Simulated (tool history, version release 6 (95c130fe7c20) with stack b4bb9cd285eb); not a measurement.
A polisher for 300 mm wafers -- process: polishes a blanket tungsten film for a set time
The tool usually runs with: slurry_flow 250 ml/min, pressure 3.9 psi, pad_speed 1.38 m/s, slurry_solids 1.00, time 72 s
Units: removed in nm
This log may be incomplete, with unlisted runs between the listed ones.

run,hour,slurry_flow,pressure,pad_speed,slurry_solids,time,"incoming thickness of the incoming film, nm",removed
1,0.0,250,3.9,1.38,1.00,72,1453.3,410.8
2,60.3,250,3.9,1.38,1.00,72,1421.1,408.8
# hour 100.9: slurry blender recalibrated
3,147.9,250,3.9,1.38,1.00,72,1427.3,404.3
# hour 174.4: head pressure recalibrated
4,229.4,250,3.9,1.38,1.00,72,1412.0,401.6
5,292.2,180,3.9,1.38,1.00,72,1420.1,388.4
6,383.0,180,3.9,1.38,1.00,72,1450.4,377.3
7,473.5,250,3.9,1.38,1.00,55,1434.0,294.5
# hour 504.5: slurry tank refilled with fresh slurry and peroxide
8,512.5,190,3.9,1.56,1.00,72,1429.2,448.2
9,565.4,250,3.9,1.58,1.00,54,1424.8,348.5
10,633.0,170,5.0,1.64,0.75,72,1433.5,509.9
# hour 652.6: slurry nozzle cleaned
# hour 691.6: slurry blender recalibrated
# hour 711.7: worn pad replaced by a new one
11,738.8,225,4.9,1.38,0.75,72,1457.4,448.5
12,822.4,320,4.4,1.38,0.85,52,1430.0,318.2
13,878.9,250,3.9,1.38,1.00,72,1426.2,404.6
# hour 889.5: head pressure recalibrated
14,1183.0,250,3.9,1.38,1.00,72,1435.7,382.5
# hour 1199.8: slurry tank refilled with fresh slurry and peroxide
# hour 1280.5: slurry nozzle cleaned
15,1282.2,250,4.5,1.38,0.75,79,1439.4,470.6
# hour 1330.0: worn pad replaced by a new one
16,1347.8,250,3.9,1.82,0.90,54,1448.6,386.6
# hour 1418.5: slurry blender recalibrated
17,1422.0,250,3.9,1.38,1.00,72,1413.6,410.2
# hour 1513.0: head pressure recalibrated
18,1608.9,250,3.9,1.38,1.00,85,1458.6,479.0
19,1647.5,170,2.6,1.38,1.00,72,1438.8,301.2
20,1722.7,250,3.9,0.94,1.00,47,1447.8,180.0
21,1781.5,250,3.9,1.38,1.00,72,1425.4,391.6
# hour 1790.2: slurry tank refilled with fresh slurry and peroxide
22,1818.6,170,3.9,1.14,0.70,82,1435.4,341.8
23,1925.3,250,3.9,1.04,1.00,72,1430.6,320.2
# hour 1960.8: slurry nozzle cleaned
24,1962.9,250,3.9,1.38,1.00,72,1419.9,407.9
25,2047.2,250,3.9,1.38,1.00,72,1438.4,408.0
# hour 2057.0: worn pad replaced by a new one
# hour 2110.6: slurry blender recalibrated
26,2135.2,250,3.9,1.38,1.00,85,1445.0,469.6
# hour 2161.7: head pressure recalibrated
27,2210.3,250,3.9,1.38,1.00,72,1448.9,403.4

3 options for the next run, each taken on its own from the tool as it stands now. Forecast them:
A,2210.7,250,3.9,1.76,1.00,72,1457.6,?
B,2210.7,250,3.3,1.80,0.80,60,1457.6,?
C,2210.7,250,4.9,0.94,1.00,72,1457.6,?

run,removed
A,506.8
B,377.6
C,326.8
Had the tool no hidden state, the same runs would have come out as:
run,removed
A,521.5
B,388.6
C,336.3

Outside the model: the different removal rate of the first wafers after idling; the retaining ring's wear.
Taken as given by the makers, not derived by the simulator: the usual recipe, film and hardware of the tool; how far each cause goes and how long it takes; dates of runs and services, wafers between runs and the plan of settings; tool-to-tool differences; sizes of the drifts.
